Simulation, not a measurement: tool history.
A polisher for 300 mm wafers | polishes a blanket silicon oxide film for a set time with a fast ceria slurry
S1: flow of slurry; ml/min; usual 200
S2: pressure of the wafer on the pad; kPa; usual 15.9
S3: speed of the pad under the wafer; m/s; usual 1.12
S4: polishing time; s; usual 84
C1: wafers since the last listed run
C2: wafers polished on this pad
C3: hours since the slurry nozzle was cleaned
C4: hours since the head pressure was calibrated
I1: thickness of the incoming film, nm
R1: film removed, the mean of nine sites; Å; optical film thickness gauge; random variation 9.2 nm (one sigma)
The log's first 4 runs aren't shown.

{"run": 5, "hour": 327.1, "S1": 200, "S2": 15.9, "S3": 1.12, "S4": 107, "C1": 821, "C2": 3242, "C3": 208.6, "C4": 308.8, "I1": 3919.6, "R1": 13876}
{"run": 6, "hour": 372.5, "S1": 200, "S2": 15.9, "S3": 1.12, "S4": 107, "C1": 406, "C2": 3649, "C3": 254, "C4": 354.2, "I1": 3941.4, "R1": 13854}
{"run": 7, "hour": 438.6, "S1": 200, "S2": 15.9, "S3": 1.12, "S4": 84, "C1": 591, "C2": 4241, "C3": 320.1, "C4": 420.3, "I1": 3941.6, "R1": 10536}
{"run": 8, "hour": 488.6, "S1": 200, "S2": 15.9, "S3": 1.12, "S4": 84, "C1": 447, "C2": 4688, "C3": 370.1, "C4": 470.3, "I1": 3895.3, "R1": 10673}
{"hour": 536.4, "done": "worn pad replaced by a new one"}
{"run": 9, "hour": 548.6, "S1": 155, "S2": 15.9, "S3": 1.12, "S4": 84, "C1": 501, "C2": 108, "C3": 430.1, "C4": 530.3, "I1": 3977.1, "R1": 9716}
{"run": 10, "hour": 643.7, "S1": 200, "S2": 18.6, "S3": 1.12, "S4": 84, "C1": 851, "C2": 960, "C3": 525.2, "C4": 625.4, "I1": 3906.9, "R1": 11362}
{"run": 11, "hour": 739.5, "S1": 200, "S2": 15.9, "S3": 1.12, "S4": 84, "C1": 857, "C2": 1818, "C3": 621, "C4": 721.2, "I1": 3906.2, "R1": 9452}
{"hour": 756.7, "done": "slurry nozzle cleaned"}
{"run": 12, "hour": 847.4, "S1": 200, "S2": 15.9, "S3": 1.12, "S4": 84, "C1": 957, "C2": 2775, "C3": 90.7, "C4": 829.1, "I1": 3934.2, "R1": 10886}
{"run": 13, "hour": 954.5, "S1": 200, "S2": 15.9, "S3": 1.12, "S4": 64, "C1": 959, "C2": 3734, "C3": 197.8, "C4": 936.2, "I1": 3930.1, "R1": 8277}
{"run": 14, "hour": 1007.6, "S1": 200, "S2": 15.9, "S3": 1.12, "S4": 64, "C1": 475, "C2": 4210, "C3": 250.9, "C4": 989.3, "I1": 3880.2, "R1": 8349}
{"hour": 1012.9, "done": "worn pad replaced by a new one"}
{"hour": 1074.8, "done": "head pressure recalibrated"}
{"run": 15, "hour": 1079.2, "S1": 200, "S2": 15.9, "S3": 1.12, "S4": 84, "C1": 587, "C2": 575, "C3": 322.5, "C4": 4.4, "I1": 4005.5, "R1": 10746}
{"run": 16, "hour": 1124.5, "S1": 200, "S2": 15.9, "S3": 1.12, "S4": 84, "C1": 405, "C2": 981, "C3": 367.8, "C4": 49.7, "I1": 4014.4, "R1": 10479}
{"run": 17, "hour": 1197.6, "S1": 200, "S2": 15.9, "S3": 0.88, "S4": 84, "C1": 654, "C2": 1635, "C3": 440.9, "C4": 122.8, "I1": 3911, "R1": 8297}
{"run": 18, "hour": 1261.2, "S1": 175, "S2": 20, "S3": 0.74, "S4": 73, "C1": 569, "C2": 2205, "C3": 504.5, "C4": 186.4, "I1": 3959.5, "R1": 6956}
{"hour": 1316.0, "done": "slurry nozzle cleaned"}
{"run": 19, "hour": 1368.1, "S1": 175, "S2": 20, "S3": 0.74, "S4": 73, "C1": 948, "C2": 3153, "C3": 52.1, "C4": 293.3, "I1": 3986.9, "R1": 7391}

Run 20 comes next. What will it give?
{"run": 20, "hour": 1453.2, "S1": 235, "S2": 20, "S3": 1.38, "S4": 84, "C1": 762, "C2": 3915, "C3": 137.2, "C4": 378.4, "I1": 3937.3, "R1": "?"}

Run 20 gave R1 15953 Å.
Without the tool's hidden state the same run would have given R1 16058 Å.

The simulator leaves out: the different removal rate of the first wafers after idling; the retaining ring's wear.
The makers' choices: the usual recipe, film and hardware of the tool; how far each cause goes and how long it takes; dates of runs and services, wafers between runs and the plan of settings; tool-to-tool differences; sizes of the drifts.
